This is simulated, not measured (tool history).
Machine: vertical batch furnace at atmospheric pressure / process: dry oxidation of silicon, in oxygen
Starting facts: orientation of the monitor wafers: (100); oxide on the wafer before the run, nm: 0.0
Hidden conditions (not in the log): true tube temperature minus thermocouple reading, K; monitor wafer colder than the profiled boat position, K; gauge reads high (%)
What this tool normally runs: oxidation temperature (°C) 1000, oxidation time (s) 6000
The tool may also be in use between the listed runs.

run   hour  oxidation temperature (°C)  oxidation time (s)  wafers since the last listed run  hours since the last temperature calibration  hours since the boat lift was adjusted  hours since the gauge calibration  read-back reference wafer on the same gauge, thickness  oxide thickness on the monitor wafer (Å)
  1    0.0                        1000                6000                                 0                                        3864.7                                  1429.9                              493.7                                                   89.25                                     718.8
  2   11.6                        1000                6000                               160                                        3876.3                                  1441.5                              505.3                                                   89.16                                     716.4
  3   31.5                        1000                6000                               275                                        3896.2                                  1461.4                              525.2                                                   89.32                                     716.9
  4   55.5                        1017                6000                               332                                        3920.2                                  1485.4                              549.2                                                   89.19                                     843.1
  5   74.9                        1017                6000                               268                                        3939.6                                  1504.8                              568.6                                                   89.24                                     839.6
  6   90.5                        1000                6000                               216                                        3955.2                                  1520.4                              584.2                                                   89.10                                     713.7
  7  108.3                        1000                6000                               246                                        3973.0                                  1538.2                              602.0                                                   89.17                                     709.9
  8  133.0                        1000                6000                               342                                        3997.7                                  1562.9                              626.7                                                   89.21                                     720.4
  9  156.0                        1000                6000                               318                                        4020.7                                  1585.9                              649.7                                                   89.10                                     710.1
 10  172.9                        1000                6000                               234                                        4037.6                                  1602.8                              666.6                                                   89.23                                     711.0
 11  184.5                        1000                4590                               160                                        4049.2                                  1614.4                              678.2                                                   89.18                                     595.5
 12  195.5                        1000                7080                               152                                        4060.2                                  1625.4                              689.2                                                   89.21                                     802.7
 13  209.7                        1000                7080                               196                                        4074.4                                  1639.6                              703.4                                                   89.26                                     798.9
 14  221.4                         982                6000                               162                                        4086.1                                  1651.3                              715.1                                                   89.24                                     604.6
 15  245.3                        1000                6000                               331                                        4110.0                                  1675.2                              739.0                                                   89.18                                     717.9
 16  262.3                        1000                6000                               235                                        4127.0                                  1692.2                              756.0                                                   89.16                                     709.9
 17  275.2                        1018                6000                               178                                        4139.9                                  1705.1                              768.9                                                   89.20                                     848.2
     306.0  -- thermocouples replaced and temperature profile calibrated
     313.3  -- boat lift adjusted
 18  313.8                        1008                4110                               101                                           7.8                                     0.5                              807.5                                                   89.17                                     630.5
 19  333.8                        1008                4170                               277                                          27.8                                    20.5                              827.5                                                   89.23                                     631.7
 20  364.7                         981                8250                               428                                          58.7                                    51.4                              858.4                                                   89.17                                     779.3
 21  379.3                        1012                7770                               202                                          73.3                                    66.0                              873.0                                                   89.16                                     992.2
 22  395.7                         994                7770                               227                                          89.7                                    82.4                              889.4                                                   89.22                                     837.2
 23  413.5                        1014                8790                               246                                         107.5                                   100.2                              907.2                                                   89.18                                    1088.3
 24  432.1                        1000                6000                               257                                         126.1                                   118.8                              925.8                                                   89.21                                     742.6
     435.6  -- gauge calibrated
 25  442.1                        1015                8910                               138                                         136.1                                   128.8                                6.5                                                   89.14                                    1113.2
 26  451.4                        1017                6000                               128                                         145.4                                   138.1                               15.8                                                   89.26                                     876.5
 27  463.2                        1000                6000                               163                                         157.2                                   149.9                               27.6                                                   89.18                                     739.0
 28  475.1                        1000                6000                               164                                         169.1                                   161.8                               39.5                                                   89.20                                     738.5
 29  493.5                         981                6000                               254                                         187.5                                   180.2                               57.9                                                   89.17                                     621.9
 30  511.7                        1011                7860                               252                                         205.7                                   198.4                               76.1                                                   89.21                                     990.0
 31  532.0                        1000                6000                               281                                         226.0                                   218.7                               96.4                                                   89.32                                     740.8
 32  555.1                        1000                6000                               320                                         249.1                                   241.8                              119.5                                                   89.21                                     731.9
 33  566.5                         977                4290                               157                                         260.5                                   253.2                              130.9                                                   89.21                                     474.5
 34  585.6                        1000                3870                               264                                         279.6                                   272.3                              150.0                                                   89.15                                     548.3
 35  596.3                        1023                6000                               148                                         290.3                                   283.0                              160.7                                                   89.20                                     911.4
 36  643.4                        1015                8910                               652                                         337.4                                   330.1                              207.8                                                   89.16                                    1110.3
 37  654.9                        1012                3540                               159                                         348.9                                   341.6                              219.3                                                   89.17                                     577.5
 38  672.4                         987                3540                               242                                         366.4                                   359.1                              236.8                                                   89.21                                     452.3

For some of the steps in oxide thickness on the monitor wafer (Å) from one run to the next: how much would appear even if the tool had no hidden state, given the settings, what came in and random variation, and how much remains for the hidden state plus any gauge scatter that the measured result and the result without hidden state don't share?
Run 13 -> 14: oxidation temperature (°C) 1000 -> 982, oxidation time (s) 7080 -> 6000. oxide thickness on the monitor wafer (Å) -194.3: hidden state +12.8, all else -207.1.
Run 14 -> 15: oxidation temperature (°C) 982 -> 1000. oxide thickness on the monitor wafer (Å) +113.3: hidden state -9.8, all else +123.1.
Run 17 -> 18: oxidation temperature (°C) 1018 -> 1008, oxidation time (s) 6000 -> 4110, thermocouples replaced and temperature profile calibrated, boat lift adjusted. oxide thickness on the monitor wafer (Å) -217.7: hidden state +34.8, all else -252.5.
Run 24 -> 25: oxidation temperature (°C) 1000 -> 1015, oxidation time (s) 6000 -> 8910, gauge calibrated. oxide thickness on the monitor wafer (Å) +370.6: hidden state -2.8, all else +373.4.
Run 29 -> 30: oxidation temperature (°C) 981 -> 1011, oxidation time (s) 6000 -> 7860. oxide thickness on the monitor wafer (Å) +368.1: hidden state -5.6, all else +373.7.
Run 36 -> 37: oxidation temperature (°C) 1015 -> 1012, oxidation time (s) 8910 -> 3540. oxide thickness on the monitor wafer (Å) -532.8: hidden state +8.5, all else -541.3.

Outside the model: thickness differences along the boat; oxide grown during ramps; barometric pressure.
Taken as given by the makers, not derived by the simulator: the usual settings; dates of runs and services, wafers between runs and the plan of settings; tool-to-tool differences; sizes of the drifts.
